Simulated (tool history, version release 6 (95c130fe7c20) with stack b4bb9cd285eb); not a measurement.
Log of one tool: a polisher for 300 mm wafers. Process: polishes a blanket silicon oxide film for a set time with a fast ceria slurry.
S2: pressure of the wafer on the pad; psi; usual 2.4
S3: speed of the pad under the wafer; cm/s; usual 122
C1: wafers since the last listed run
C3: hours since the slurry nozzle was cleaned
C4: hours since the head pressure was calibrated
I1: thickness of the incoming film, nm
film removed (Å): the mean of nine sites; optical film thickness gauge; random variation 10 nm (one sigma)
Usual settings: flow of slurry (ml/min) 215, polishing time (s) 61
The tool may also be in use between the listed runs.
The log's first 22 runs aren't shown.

Run 23, hour 583.2: usual settings; C1 553; wafers polished on this pad 2017; C3 203.4; C4 145.3; I1 2915.2. Result: film removed (Å) 8118.
Run 24, hour 603.2: usual settings but S3 142 cm/s, polishing time (s) 51; C1 245; wafers polished on this pad 2262; C3 223.4; C4 165.3; I1 2911.6. Result: film removed (Å) 7214.
Run 25, hour 670.9: usual settings but S2 1.9 psi, S3 104 cm/s; C1 830; wafers polished on this pad 3093; C3 291.1; C4 233; I1 2940.3. Result: film removed (Å) 6495.
Run 26, hour 688.1: usual settings but S3 104 cm/s, polishing time (s) 43; C1 210; wafers polished on this pad 3304; C3 308.3; C4 250.2; I1 2946.5. Result: film removed (Å) 5169.
Run 27, hour 705.5: usual settings; C1 213; wafers polished on this pad 3517; C3 325.7; C4 267.6; I1 2965.7. Result: film removed (Å) 8058.
At hour 713: worn pad replaced by a new one.
Run 28, hour 735.4: usual settings but S3 98 cm/s, polishing time (s) 42; C1 317; wafers polished on this pad 274; C3 355.6; C4 297.5; I1 2972.6. Result: film removed (Å) 4963.
Run 29, hour 759.6: usual settings but flow of slurry (ml/min) 245; C1 296; wafers polished on this pad 571; C3 379.8; C4 321.7; I1 2930.1. Result: film removed (Å) 8058.
At hour 782.3: head pressure recalibrated.
Run 30, hour 811: usual settings but flow of slurry (ml/min) 190, S2 2.9 psi, S3 152 cm/s, polishing time (s) 45; C1 605; wafers polished on this pad 1177; C3 431.2; C4 28.7; I1 2870.3. Result: film removed (Å) 7429.
Run 31, hour 823.4: usual settings but S3 88 cm/s; C1 152; wafers polished on this pad 1329; C3 443.6; C4 41.1; I1 2909. Result: film removed (Å) 6638.
At hour 897.4: slurry nozzle cleaned.
Run 32, hour 920.3: usual settings but flow of slurry (ml/min) 170, polishing time (s) 72; C1 1176; wafers polished on this pad 2505; C3 22.9; C4 138; I1 2872. Result: film removed (Å) 9513.
Run 33, hour 949.6: usual settings but S3 104 cm/s, polishing time (s) 72; C1 359; wafers polished on this pad 2865; C3 52.2; C4 167.3; I1 2926.3. Result: film removed (Å) 8700.
At hour 978.3: worn pad replaced by a new one.
Run 34, hour 978.8: usual settings but S2 1.8 psi, S3 96 cm/s, polishing time (s) 68; C1 309; wafers polished on this pad 6; C3 81.4; C4 196.5; I1 2927. Result: film removed (Å) 7006.
Run 35, hour 1009.8: usual settings but flow of slurry (ml/min) 275, S2 1.9 psi; C1 380; wafers polished on this pad 386; C3 112.4; C4 227.5; I1 2968. Result: film removed (Å) 7240.
Run 36, hour 1028.5: usual settings but flow of slurry (ml/min) 145; C1 229; wafers polished on this pad 615; C3 131.1; C4 246.2; I1 2929.4. Result: film removed (Å) 7832.

5 ways to go on from here, each from the tool as it stands after run 36. What would each give?
Run A, hour 1028.9: usual settings but polishing time (s) 79; C1 4; wafers polished on this pad 620; C3 131.5; C4 246.6; I1 2891.6. Result: film removed (Å) ?.
Run B, hour 1028.9: usual settings but flow of slurry (ml/min) 245, S2 2.9 psi; C1 4; wafers polished on this pad 620; C3 131.5; C4 246.6; I1 2891.6. Result: film removed (Å) ?.
Run C, hour 1028.9: usual settings but S2 1.7 psi, polishing time (s) 50; C1 4; wafers polished on this pad 620; C3 131.5; C4 246.6; I1 2891.6. Result: film removed (Å) ?.
Run D, hour 1028.9: usual settings but polishing time (s) 70; C1 4; wafers polished on this pad 620; C3 131.5; C4 246.6; I1 2891.6. Result: film removed (Å) ?.
Run E, hour 1028.9: usual settings but S3 150 cm/s; C1 4; wafers polished on this pad 620; C3 131.5; C4 246.6; I1 2891.6. Result: film removed (Å) ?.

run  film removed (Å)
  A             10247
  B              8893
  C              5448
  D              9079
  E              8940
Without the tool's hidden state the same runs would have given:
run  film removed (Å)
  A             10299
  B              8935
  C              5476
  D              9126
  E              8986

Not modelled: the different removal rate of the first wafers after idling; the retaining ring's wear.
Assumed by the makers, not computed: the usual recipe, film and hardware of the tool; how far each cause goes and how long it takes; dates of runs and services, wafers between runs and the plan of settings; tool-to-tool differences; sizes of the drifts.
